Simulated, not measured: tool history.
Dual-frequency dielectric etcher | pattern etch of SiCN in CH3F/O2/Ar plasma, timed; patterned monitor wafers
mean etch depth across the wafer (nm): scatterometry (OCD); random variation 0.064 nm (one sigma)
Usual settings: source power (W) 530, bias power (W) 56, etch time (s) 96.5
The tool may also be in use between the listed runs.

run    hour  source power (W)  bias power (W)  etch time (s)  wafers since the last listed run  hours since the last wet clean  hours since the last source power generator calibration  hours since the last bias power generator calibration  hours since the last upper electrode change  hours since the gauge calibration  read-back reference wafer on the same gauge, depth_nm  mean etch depth across the wafer (nm)
  1       0               460              56           96.5                                 0                           121.6                                                     3228                                                 3907.6                                       1886.4                             1263.6                                                  33.99                                     33
  2    55.8               460              56           96.5                               561                           177.4                                                   3283.8                                                 3963.4                                       1942.2                             1319.4                                                  33.99                                  33.01
  3   107.6               530              67            107                               521                           229.2                                                   3335.6                                                 4015.2                                         1994                             1371.2                                                     34                                  40.49
  4   151.5               530              67            107                               442                           273.1                                                   3379.5                                                 4059.1                                       2037.9                             1415.1                                                  34.01                                  40.59
  5   214.1               530              56           96.5                               630                           335.7                                                   3442.1                                                 4121.7                                       2100.5                             1477.7                                                     34                                  34.73
  6   269.4               530              56           96.5                               556                             391                                                   3497.4                                                   4177                                       2155.8                               1533                                                  34.01                                  34.71
  7   309.4               530              56           96.5                               402                             431                                                   3537.4                                                   4217                                       2195.8                               1573                                                     34                                   34.6
  8   348.5               530              56           96.5                               393                           470.1                                                   3576.5                                                 4256.1                                       2234.9                             1612.1                                                  33.99                                  34.66
  9   387.2               530              56           96.5                               389                           508.8                                                   3615.2                                                 4294.8                                       2273.6                             1650.8                                                  33.99                                  34.49
 10   425.3               530              56           96.5                               383                           546.9                                                   3653.3                                                 4332.9                                       2311.7                             1688.9                                                     34                                  34.45
 11   451.5               530              56           96.5                               263                           573.1                                                   3679.5                                                 4359.1                                       2337.9                             1715.1                                                  33.99                                  34.47
      481.5  -- wet clean of the chamber
 12   490.3               530              56           96.5                               149                             8.8                                                   3718.3                                                 4397.9                                       2376.7                             1753.9                                                  33.99                                  35.16
 13   624.5               530              56           96.5                              1351                             143                                                   3852.5                                                 4532.1                                       2510.9                             1888.1                                                  33.98                                  35.01
 14   658.7               400              56           96.5                               344                           177.2                                                   3886.7                                                 4566.3                                       2545.1                             1922.3                                                  33.98                                  30.99
 15   700.4               530              56           96.5                               419                           218.9                                                   3928.4                                                   4608                                       2586.8                               1964                                                  33.99                                  34.94
 16     768               570              61           74.5                               680                           286.5                                                     3996                                                 4675.6                                       2654.4                             2031.6                                                  33.99                                  28.41
        794  -- gauge calibrated
      796.7  -- bias power generator calibrated
 17   837.3               530              56           96.5                               657                           355.8                                                   4065.3                                                   40.6                                       2723.7                               43.3                                                  33.99                                  34.84
 18   872.8               420              56           96.5                               357                           391.3                                                   4100.8                                                   76.1                                       2759.2                               78.8                                                  33.99                                  31.38
 19   908.7               420              50             82                               361                           427.2                                                   4136.7                                                    112                                       2795.1                              114.7                                                  33.99                                  25.84
 20   934.7               630              47           96.5                               261                           453.2                                                   4162.7                                                    138                                       2821.1                              140.7                                                  33.99                                  35.63
 21   962.4               530              56           96.5                               278                           480.9                                                   4190.4                                                  165.7                                       2848.8                              168.4                                                  34.01                                  34.48
 22  1009.2               600              62           96.5                               471                           527.7                                                   4237.2                                                  212.5                                       2895.6                              215.2                                                  34.01                                  37.31
     1035.6  -- wet clean of the chamber
 23  1038.1               530              56           96.5                                49                             2.5                                                   4266.1                                                  241.4                                       2924.5                              244.1                                                  34.02                                  35.41
     1043.6  -- source power generator calibrated
     1077.8  -- upper electrode replaced
 24  1232.5               530              66           81.5                              1675                           196.9                                                    188.9                                                  435.8                                        154.7                              438.5                                                  34.02                                  31.66
 25  1304.1               530              56           96.5                               721                           268.5                                                    260.5                                                  507.4                                        226.3                              510.1                                                     34                                  35.84
 26  1336.8               460              46            113                               329                           301.2                                                    293.2                                                  540.1                                          259                              542.8                                                  33.99                                  37.59
 27  1405.7               530              61           96.5                               693                           370.1                                                    362.1                                                    609                                        327.9                              611.7                                                     34                                  36.42
 28  1459.9               460              46            113                               545                           424.3                                                    416.3                                                  663.2                                        382.1                              665.9                                                     34                                  37.38
 29  1516.8               530              56           96.5                               573                           481.2                                                    473.2                                                  720.1                                          439                              722.8                                                  34.02                                  35.59
     1629.3  -- wet clean of the chamber
 30  1672.1               570              43            125                              1322                            42.8                                                    628.5                                                  875.4                                        594.3                              878.1                                                     34                                  45.36
 31  1718.5               480              45           96.5                               467                            89.2                                                    674.9                                                  921.8                                        640.7                              924.5                                                     34                                  32.85

Hidden state or all else? Some run-to-run changes of mean etch depth across the wafer (nm), split into what the settings, what came in and random variation would give without the hidden state, and what is left for the hidden state (with any gauge scatter that isn't in both results):
The hidden state here: etch rate over this chamber's usual, %; source power that arrives over what is set, %; bias power that arrives over what is set, %; gauge reads high (%).
Run 11 -> 12: wet clean of the chamber. mean etch depth across the wafer (nm) +0.69: hidden state +0.86, all else -0.17.
Run 19 -> 20: source power (W) 420 -> 630, bias power (W) 50 -> 47, etch time (s) 82 -> 96.5. mean etch depth across the wafer (nm) +9.79: hidden state -0.51, all else +10.3.
Run 22 -> 23: source power (W) 600 -> 530, bias power (W) 62 -> 56, wet clean of the chamber. mean etch depth across the wafer (nm) -1.9: hidden state +0.94, all else -2.84.
Run 23 -> 24: bias power (W) 56 -> 66, etch time (s) 96.5 -> 81.5, source power generator calibrated, upper electrode replaced. mean etch depth across the wafer (nm) -3.75: hidden state +0.72, all else -4.47.
Run 29 -> 30: source power (W) 530 -> 570, bias power (W) 56 -> 43, etch time (s) 96.5 -> 125, wet clean of the chamber. mean etch depth across the wafer (nm) +9.77: hidden state +0.65, all else +9.12.
Run 30 -> 31: source power (W) 570 -> 480, bias power (W) 43 -> 45, etch time (s) 125 -> 96.5. mean etch depth across the wafer (nm) -12.51: hidden state -0.04, all else -12.47.
